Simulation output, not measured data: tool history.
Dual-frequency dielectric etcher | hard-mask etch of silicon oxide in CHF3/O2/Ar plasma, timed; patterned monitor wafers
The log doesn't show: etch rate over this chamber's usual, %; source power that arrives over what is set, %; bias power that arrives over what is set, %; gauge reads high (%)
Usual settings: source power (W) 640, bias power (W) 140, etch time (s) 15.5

run	hour	source power (W)	bias power (W)	etch time (s)	wafers since the last listed run	hours since the last wet clean	hours since the last source power generator calibration	hours since the last bias power generator calibration	hours since the last upper electrode change	hours since the gauge calibration	read-back reference wafer on the same gauge, depth_nm	mean etch depth across the wafer (Å)
1	0	640	140	15.5	0	498.6	2914.4	3049.4	5858.7	549.9	23.3	268.4
2	70	640	140	15.5	1406	568.6	2984.4	3119.4	5928.7	619.9	23.32	266.9
# hour 121.4: wet clean of the chamber
3	140.7	570	140	15.5	938	19.3	3055.1	3190.1	5999.4	690.6	23.31	256.7
4	216.9	570	140	15.5	1531	95.5	3131.3	3266.3	6075.6	766.8	23.3	257.3
5	302.4	570	140	15.5	1718	181	3216.8	3351.8	6161.1	852.3	23.31	257.2
6	363.7	640	140	15.5	1231	242.3	3278.1	3413.1	6222.4	913.6	23.31	267.8
7	421.3	640	140	15.5	1157	299.9	3335.7	3470.7	6280	971.2	23.3	266.8
8	491.2	640	140	15.5	1404	369.8	3405.6	3540.6	6349.9	1041.1	23.27	266.7
# hour 532.4: upper electrode replaced
# hour 636.3: wet clean of the chamber
9	811.6	640	140	15.5	5473	175.3	3726	3861	279.2	1361.5	23.31	267.9
10	874.8	640	140	15.5	1269	238.5	3789.2	3924.2	342.4	1424.7	23.32	266.9
# hour 889.6: bias power generator calibrated
11	981.8	640	140	15.5	2069	345.5	3896.2	92.2	449.4	1531.7	23.3	267.4
12	1029.2	720	159	18	952	392.9	3943.6	139.6	496.8	1579.1	23.29	341.1
13	1072.5	640	171	19	870	436.2	3986.9	182.9	540.1	1622.4	23.29	357.3
14	1108.7	720	159	20	727	472.4	4023.1	219.1	576.3	1658.6	23.29	377.3
# hour 1167.3: wet clean of the chamber
# hour 1204.1: gauge calibrated
15	1215.1	740	129	13.5	1655	47.8	4129.5	325.5	682.7	11	23.28	235.8
16	1322.1	540	125	20	2150	154.8	4236.5	432.5	789.7	118	23.32	311.1
# hour 1362.3: source power generator calibrated
17	1404.3	640	140	15.5	1571	237	42	514.7	871.9	200.2	23.3	267.7
18	1482.9	700	106	15.5	1579	315.6	120.6	593.3	950.5	278.8	23.3	244.5
19	1582.2	640	159	20	1995	414.9	219.9	692.6	1049.8	378.1	23.29	364.2
20	1624.5	780	151	15.5	849	457.2	262.2	734.9	1092.1	420.4	23.29	295.5
21	1665.9	560	175	19.5	831	498.6	303.6	776.3	1133.5	461.8	23.31	353.1
# hour 1689.9: wet clean of the chamber
22	1761	640	140	15.5	1428	71.1	398.7	871.4	1228.6	556.9	23.33	267.1

4 ways to go on from here, each from the tool as it stands after run 22. What would each give?
A	1761.4	640	140	18.5	8	71.5	399.1	871.8	1229	557.3	?	?
B	1761.4	680	128	15.5	8	71.5	399.1	871.8	1229	557.3	?	?
C	1761.4	640	117	15.5	8	71.5	399.1	871.8	1229	557.3	?	?
D	1761.4	480	170	18.5	8	71.5	399.1	871.8	1229	557.3	?	?

run	read-back reference wafer on the same gauge, depth_nm	mean etch depth across the wafer (Å)
A	23.3	318
B	23.3	261.7
C	23.3	246.6
D	23.3	315.4
Without the tool's hidden state the same runs would have given:
run	mean etch depth across the wafer (Å)
A	318
B	261.7
C	246.6
D	315.4
